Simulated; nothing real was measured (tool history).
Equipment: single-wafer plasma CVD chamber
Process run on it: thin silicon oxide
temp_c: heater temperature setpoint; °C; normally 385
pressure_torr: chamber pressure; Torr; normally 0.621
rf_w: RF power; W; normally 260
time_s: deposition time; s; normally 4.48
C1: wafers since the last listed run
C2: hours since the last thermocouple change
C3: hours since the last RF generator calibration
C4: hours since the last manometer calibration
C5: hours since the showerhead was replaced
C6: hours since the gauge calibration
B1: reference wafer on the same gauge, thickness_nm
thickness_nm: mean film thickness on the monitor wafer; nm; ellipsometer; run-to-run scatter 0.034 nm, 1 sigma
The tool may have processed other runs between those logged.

Run 1, hour 0.0: usual settings; C1 0; C2 2430.2; C3 466.8; C4 1248.9; C5 4858.9; C6 396.3; B1 6.645. Result: thickness_nm 6.142 nm.
Run 2, hour 24.4: usual settings; C1 611; C2 2454.6; C3 491.2; C4 1273.3; C5 4883.3; C6 420.7; B1 6.641. Result: thickness_nm 6.143 nm.
Run 3, hour 51.6: usual settings; C1 682; C2 2481.8; C3 518.4; C4 1300.5; C5 4910.5; C6 447.9; B1 6.641. Result: thickness_nm 6.098 nm.
Run 4, hour 70.1: usual settings but pressure_torr 0.725 Torr; C1 463; C2 2500.3; C3 536.9; C4 1319.0; C5 4929.0; C6 466.4; B1 6.637. Result: thickness_nm 7.047 nm.
Run 5, hour 105.5: usual settings but pressure_torr 0.725 Torr; C1 887; C2 2535.7; C3 572.3; C4 1354.4; C5 4964.4; C6 501.8; B1 6.638. Result: thickness_nm 7.093 nm.
Run 6, hour 133.1: usual settings but pressure_torr 0.725 Torr; C1 692; C2 2563.3; C3 599.9; C4 1382.0; C5 4992.0; C6 529.4; B1 6.628. Result: thickness_nm 7.069 nm.
Run 7, hour 148.6: usual settings but temp_c 396 °C; C1 388; C2 2578.8; C3 615.4; C4 1397.5; C5 5007.5; C6 544.9; B1 6.644. Result: thickness_nm 6.036 nm.
Run 8, hour 178.0: usual settings but temp_c 396 °C; C1 737; C2 2608.2; C3 644.8; C4 1426.9; C5 5036.9; C6 574.3; B1 6.651. Result: thickness_nm 5.985 nm.
Run 9, hour 202.4: usual settings; C1 611; C2 2632.6; C3 669.2; C4 1451.3; C5 5061.3; C6 598.7; B1 6.631. Result: thickness_nm 6.119 nm.
At hour 216.4: showerhead replaced, of another model than before.
Run 10, hour 229.4: usual settings; C1 476; C2 2659.6; C3 696.2; C4 1478.3; C5 13.0; C6 625.7; B1 6.641. Result: thickness_nm 6.105 nm.
Run 11, hour 249.9: usual settings; C1 514; C2 2680.1; C3 716.7; C4 1498.8; C5 33.5; C6 646.2; B1 6.636. Result: thickness_nm 6.108 nm.
Run 12, hour 279.8: usual settings; C1 749; C2 2710.0; C3 746.6; C4 1528.7; C5 63.4; C6 676.1; B1 6.651. Result: thickness_nm 6.122 nm.
At hour 304.5: thermocouple changed; heater temperature recalibrated.
Run 13, hour 305.0: usual settings; C1 431; C2 0.5; C3 771.8; C4 1553.9; C5 88.6; C6 701.3; B1 6.626. Result: thickness_nm 6.054 nm.
Run 14, hour 334.2: usual settings; C1 732; C2 29.7; C3 801.0; C4 1583.1; C5 117.8; C6 730.5; B1 6.640. Result: thickness_nm 6.087 nm.
Run 15, hour 357.0: usual settings but temp_c 378 °C, pressure_torr 0.701 Torr, rf_w 225 W, time_s 4.82 s; C1 571; C2 52.5; C3 823.8; C4 1605.9; C5 140.6; C6 753.3; B1 6.638. Result: thickness_nm 6.626 nm.
Run 16, hour 387.2: usual settings but temp_c 373 °C, pressure_torr 0.720 Torr, time_s 4.87 s; C1 757; C2 82.7; C3 854.0; C4 1636.1; C5 170.8; C6 783.5; B1 6.646. Result: thickness_nm 7.430 nm.
At hour 392.4: gauge calibrated.
At hour 423.4: capacitance manometer re-zeroed and calibrated.
Run 17, hour 423.9: usual settings but rf_w 310 W, time_s 3.80 s; C1 719; C2 119.4; C3 890.7; C4 0.5; C5 207.5; C6 31.5; B1 6.641. Result: thickness_nm 5.515 nm.
At hour 432.9: RF generator calibrated.
Run 18, hour 445.5: usual settings; C1 341; C2 141.0; C3 12.6; C4 22.1; C5 229.1; C6 53.1; B1 6.637. Result: thickness_nm 6.244 nm.
Run 19, hour 477.0: usual settings but rf_w 305 W; C1 789; C2 172.5; C3 44.1; C4 53.6; C5 260.6; C6 84.6; B1 6.652. Result: thickness_nm 6.693 nm.
Run 20, hour 504.5: usual settings but temp_c 395 °C, pressure_torr 0.472 Torr; C1 689; C2 200.0; C3 71.6; C4 81.1; C5 288.1; C6 112.1; B1 6.650. Result: thickness_nm 5.163 nm.
Run 21, hour 534.9: usual settings but pressure_torr 0.691 Torr; C1 762; C2 230.4; C3 102.0; C4 111.5; C5 318.5; C6 142.5; B1 6.649. Result: thickness_nm 6.700 nm.
Run 22, hour 564.6: usual settings but rf_w 210 W; C1 744; C2 260.1; C3 131.7; C4 141.2; C5 348.2; C6 172.2; B1 6.641. Result: thickness_nm 5.622 nm.
Run 23, hour 579.0: usual settings but time_s 3.82 s; C1 361; C2 274.5; C3 146.1; C4 155.6; C5 362.6; C6 186.6; B1 6.641. Result: thickness_nm 5.353 nm.
Run 24, hour 600.7: usual settings; C1 544; C2 296.2; C3 167.8; C4 177.3; C5 384.3; C6 208.3; B1 6.649. Result: thickness_nm 6.230 nm.

Run 25 is up next; what results do you expect?
Run 25, hour 626.0: usual settings but pressure_torr 0.761 Torr, rf_w 220 W; C1 634; C2 321.5; C3 193.1; C4 202.6; C5 409.6; C6 233.6; B1 ?. Result: thickness_nm ?.

B1: 6.636
thickness_nm: 6.583 nm
The same run, on a tool lacking any hidden state, would have yielded thickness_nm 6.600 nm.

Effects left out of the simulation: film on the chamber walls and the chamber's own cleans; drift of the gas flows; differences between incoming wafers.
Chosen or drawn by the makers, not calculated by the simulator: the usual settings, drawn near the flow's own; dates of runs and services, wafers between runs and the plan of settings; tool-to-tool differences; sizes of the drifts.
